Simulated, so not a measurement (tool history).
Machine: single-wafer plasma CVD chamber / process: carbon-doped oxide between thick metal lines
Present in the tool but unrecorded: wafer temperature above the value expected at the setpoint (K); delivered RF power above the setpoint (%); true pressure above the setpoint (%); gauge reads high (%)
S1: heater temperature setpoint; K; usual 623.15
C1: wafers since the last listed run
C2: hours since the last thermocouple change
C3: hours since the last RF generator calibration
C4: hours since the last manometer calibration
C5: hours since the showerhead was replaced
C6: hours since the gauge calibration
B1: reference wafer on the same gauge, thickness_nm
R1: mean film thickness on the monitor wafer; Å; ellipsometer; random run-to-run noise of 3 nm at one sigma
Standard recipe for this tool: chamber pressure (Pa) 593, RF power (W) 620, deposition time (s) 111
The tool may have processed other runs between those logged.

Run 1, hour 0: usual settings; C1 0; C2 1692.3; C3 997; C4 894.4; C5 3744; C6 174.8; B1 545.024. Result: R1 5500.29 Å.
Run 2, hour 13.7: usual settings; C1 124; C2 1706; C3 1010.7; C4 908.1; C5 3757.7; C6 188.5; B1 545.059. Result: R1 5479.09 Å.
Run 3, hour 37.9: usual settings; C1 219; C2 1730.2; C3 1034.9; C4 932.3; C5 3781.9; C6 212.7; B1 544.106. Result: R1 5539.38 Å.
Run 4, hour 71.8: usual settings; C1 307; C2 1764.1; C3 1068.8; C4 966.2; C5 3815.8; C6 246.6; B1 545.121. Result: R1 5498.77 Å.
Run 5, hour 98.4: usual settings; C1 241; C2 1790.7; C3 1095.4; C4 992.8; C5 3842.4; C6 273.2; B1 544.288. Result: R1 5448.98 Å.
At hour 128.3: capacitance manometer re-zeroed and calibrated.
Run 6, hour 139.6: usual settings; C1 301; C2 1831.9; C3 1136.6; C4 11.3; C5 3883.6; C6 314.4; B1 544.42. Result: R1 5474.9 Å.
At hour 162.2: thermocouple changed; heater temperature recalibrated.
At hour 173.1: gauge calibrated.
Run 7, hour 175.2: usual settings; C1 250; C2 13; C3 1172.2; C4 46.9; C5 3919.2; C6 2.1; B1 544.621. Result: R1 5472.84 Å.
At hour 188.3: RF generator calibrated.
At hour 200.5: showerhead replaced.
Run 8, hour 201: usual settings but S1 610.15 K, chamber pressure (Pa) 512; C1 88; C2 38.8; C3 12.7; C4 72.7; C5 0.5; C6 27.9; B1 546.845. Result: R1 5930.38 Å.
Run 9, hour 215.9: usual settings but S1 616.15 K, chamber pressure (Pa) 513, RF power (W) 540; C1 135; C2 53.7; C3 27.6; C4 87.6; C5 15.4; C6 42.8; B1 544.295. Result: R1 5097.45 Å.
Run 10, hour 250.2: usual settings; C1 311; C2 88; C3 61.9; C4 121.9; C5 49.7; C6 77.1; B1 545.599. Result: R1 5746.91 Å.
Run 11, hour 274.6: usual settings; C1 221; C2 112.4; C3 86.3; C4 146.3; C5 74.1; C6 101.5; B1 545.407. Result: R1 5773.07 Å.
Run 12, hour 295.6: usual settings; C1 190; C2 133.4; C3 107.3; C4 167.3; C5 95.1; C6 122.5; B1 545.822. Result: R1 5785.87 Å.
Run 13, hour 375.8: usual settings but chamber pressure (Pa) 471, deposition time (s) 129; C1 728; C2 213.6; C3 187.5; C4 247.5; C5 175.3; C6 202.7; B1 545.482. Result: R1 6511.55 Å.
Run 14, hour 400.5: usual settings but S1 628.15 K, chamber pressure (Pa) 675, deposition time (s) 94; C1 224; C2 238.3; C3 212.2; C4 272.2; C5 200; C6 227.4; B1 546.171. Result: R1 4873.76 Å.
Run 15, hour 424.7: usual settings but S1 633.15 K; C1 219; C2 262.5; C3 236.4; C4 296.4; C5 224.2; C6 251.6; B1 544.843. Result: R1 5574.66 Å.

How the hidden state differs across the entries between the runs, from the last listed run before each to the first after it:
Between runs 5 and 6: capacitance manometer re-zeroed and calibrated (hour 128.3)
  delivered RF power above the setpoint (%): -8.29 -> -8.36
  measured less the result without the state, R1: -465.31 -> -471.63 Å
Between runs 6 and 7: thermocouple changed; heater temperature recalibrated (hour 162.2); gauge calibrated (hour 173.1)
  delivered RF power above the setpoint (%): -8.36 -> -8.41
  measured less the result without the state, R1: -471.63 -> -474.71 Å
Between runs 7 and 8: RF generator calibrated (hour 188.3); showerhead replaced (hour 200.5)
  delivered RF power above the setpoint (%): -8.41 -> -1.63
  measured less the result without the state, R1: -474.71 -> -91.02 Å
